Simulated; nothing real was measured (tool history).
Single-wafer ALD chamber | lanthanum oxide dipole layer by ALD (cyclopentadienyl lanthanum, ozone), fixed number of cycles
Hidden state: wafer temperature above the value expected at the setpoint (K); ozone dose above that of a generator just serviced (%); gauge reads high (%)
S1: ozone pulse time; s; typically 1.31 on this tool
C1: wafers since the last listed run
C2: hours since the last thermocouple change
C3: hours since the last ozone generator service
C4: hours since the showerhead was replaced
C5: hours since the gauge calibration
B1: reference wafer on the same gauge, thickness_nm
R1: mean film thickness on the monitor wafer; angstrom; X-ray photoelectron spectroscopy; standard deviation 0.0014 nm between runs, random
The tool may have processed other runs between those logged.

run    hour    S1    C1      C2      C3      C4     C5     B1    R1
  1     0.0  1.46     0  1525.8   859.0  8329.6  493.6  0.632  5.85
  2    64.7  1.31  1337  1590.5   923.7  8394.3  558.3  0.633  5.70
  3    92.8  1.31   580  1618.6   951.8  8422.4  586.4  0.631  5.71
      120.9  -- gauge calibrated
  4   146.1  1.31  1101  1671.9  1005.1  8475.7   25.2  0.632  5.64
  5   206.0  1.09  1238  1731.8  1065.0  8535.6   85.1  0.632  5.28
  6   264.8  1.09  1215  1790.6  1123.8  8594.4  143.9  0.633  5.25
  7   310.9  1.09   952  1836.7  1169.9  8640.5  190.0  0.631  5.24
  8   365.3  0.99  1124  1891.1  1224.3  8694.9  244.4  0.631  4.97
  9   402.4  0.96   766  1928.2  1261.4  8732.0  281.5  0.632  4.88
 10   469.1  0.96  1378  1994.9  1328.1  8798.7  348.2  0.631  4.84
 11   513.5  0.96   917  2039.3  1372.5  8843.1  392.6  0.632  4.85
 12   583.6  1.31  1448  2109.4  1442.6  8913.2  462.7  0.632  5.57
      606.6  -- showerhead replaced
      622.6  -- ozone generator serviced
 13   654.0  1.75  1124  2179.8    31.4    47.4  533.1  0.632  6.03
      696.7  -- thermocouple changed; heater temperature recalibrated
 14   710.7  1.68  1006    14.0    88.1   104.1  589.8  0.632  5.99
 15   751.5  1.67   843    54.8   128.9   144.9  630.6  0.632  6.01
 16   782.7  1.31   644    86.0   160.1   176.1  661.8  0.632  5.72
      834.5  -- gauge calibrated
 17   848.3  1.31  1355   151.6   225.7   241.7   13.8  0.632  5.73
 18   879.0  1.31   634   182.3   256.4   272.4   44.5  0.633  5.72
 19   923.2  1.57   913   226.5   300.6   316.6   88.7  0.631  5.93
 20   973.8  1.05  1045   277.1   351.2   367.2  139.3  0.632  5.23
 21  1012.9  1.47   808   316.2   390.3   406.3  178.4  0.632  5.88
 22  1058.7  1.13   946   362.0   436.1   452.1  224.2  0.632  5.43
 23  1091.5  1.64   677   394.8   468.9   484.9  257.0  0.631  5.97
 24  1123.9  1.53   669   427.2   501.3   517.3  289.4  0.633  5.95

Branching from run 24: 4 alternative next runs. What would each branch give?
  A  1124.3  1.63   8  427.6  501.7  517.7  289.8   ?   ?
  B  1124.3  0.81   8  427.6  501.7  517.7  289.8   ?   ?
  C  1124.3  0.79   8  427.6  501.7  517.7  289.8   ?   ?
  D  1124.3  1.48   8  427.6  501.7  517.7  289.8   ?   ?

run     B1    R1
  A  0.631  5.97
  B  0.631  4.44
  C  0.631  4.35
  D  0.631  5.87
Stripped of hidden state, with their random variation kept, the same runs would have yielded:
run    R1
  A  5.98
  B  4.48
  C  4.39
  D  5.89

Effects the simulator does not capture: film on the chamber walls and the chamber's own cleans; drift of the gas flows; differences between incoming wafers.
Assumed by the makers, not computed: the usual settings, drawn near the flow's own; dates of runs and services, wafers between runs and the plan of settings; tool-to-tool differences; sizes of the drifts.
